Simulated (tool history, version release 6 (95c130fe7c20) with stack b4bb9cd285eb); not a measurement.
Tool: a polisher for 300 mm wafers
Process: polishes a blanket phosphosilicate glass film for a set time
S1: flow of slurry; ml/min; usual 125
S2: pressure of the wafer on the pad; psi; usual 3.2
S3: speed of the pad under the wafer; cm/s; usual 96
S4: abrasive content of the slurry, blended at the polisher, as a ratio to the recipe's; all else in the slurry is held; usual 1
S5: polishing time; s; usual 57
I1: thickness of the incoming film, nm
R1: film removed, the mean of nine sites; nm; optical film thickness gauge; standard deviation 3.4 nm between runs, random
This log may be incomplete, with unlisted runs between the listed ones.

run 1 hour=0 | S1=125 S2=3.2 S3=96 S4=1 S5=57 | I1=4343.6 | R1=421.1
run 2 hour=67.6 | S1=125 S2=3.2 S3=96 S4=1 S5=57 | I1=4376.1 | R1=417.8
run 3 hour=136 | S1=125 S2=3.2 S3=96 S4=1.15 S5=57 | I1=4272.3 | R1=435.1
run 4 hour=167.7 | S1=85 S2=2.9 S3=64 S4=1 S5=48 | I1=4366.6 | R1=223.4
-- hour=187.5 worn pad replaced by a new one
-- hour=192.5 conditioning disc replaced and pad reconditioned
run 5 hour=212.2 | S1=125 S2=4.2 S3=64 S4=1 S5=57 | I1=4428.9 | R1=358.1
run 6 hour=245.4 | S1=170 S2=3.2 S3=106 S4=1 S5=57 | I1=4376.8 | R1=458.1
run 7 hour=301.8 | S1=155 S2=3.7 S3=96 S4=1 S5=57 | I1=4337.6 | R1=463.2
run 8 hour=340 | S1=95 S2=3.2 S3=96 S4=1.3 S5=57 | I1=4283.4 | R1=425.9
-- hour=391.7 slurry blender recalibrated
run 9 hour=411.1 | S1=110 S2=2.6 S3=96 S4=1.1 S5=69 | I1=4369.2 | R1=437.7
run 10 hour=444.7 | S1=125 S2=3.2 S3=74 S4=0.8 S5=57 | I1=4341 | R1=300.4
run 11 hour=508.2 | S1=125 S2=3.2 S3=96 S4=1 S5=57 | I1=4351.9 | R1=402.9
run 12 hour=555.4 | S1=110 S2=3.2 S3=78 S4=1 S5=57 | I1=4341.7 | R1=335.2
-- hour=603.4 slurry nozzle cleaned
run 13 hour=612.5 | S1=125 S2=3.2 S3=126 S4=1 S5=57 | I1=4404.7 | R1=492.2
-- hour=699.6 worn pad replaced by a new one
-- hour=701.5 head pressure recalibrated
run 14 hour=723.1 | S1=125 S2=3.2 S3=96 S4=1 S5=57 | I1=4330.7 | R1=425.5
-- hour=778.7 conditioning disc replaced and pad reconditioned
run 15 hour=781.1 | S1=140 S2=3.2 S3=96 S4=1 S5=57 | I1=4362.7 | R1=430.1
run 16 hour=826.2 | S1=125 S2=3.2 S3=96 S4=1.15 S5=40 | I1=4369.4 | R1=308.2
run 17 hour=887 | S1=125 S2=3.2 S3=96 S4=1 S5=57 | I1=4280.2 | R1=412.7
-- hour=1004.5 slurry blender recalibrated
run 18 hour=1086.2 | S1=125 S2=4 S3=84 S4=1 S5=40 | I1=4368.3 | R1=298

Expected results for the next run?
run 19 hour=1119 | S1=125 S2=3.2 S3=96 S4=1 S5=69 | I1=4386.5 | R1=?

{"run 19": {"R1": 488.9}}
With the hidden condition absent and the run-to-run variation left alone, this run would have shown R1 507.2 nm.
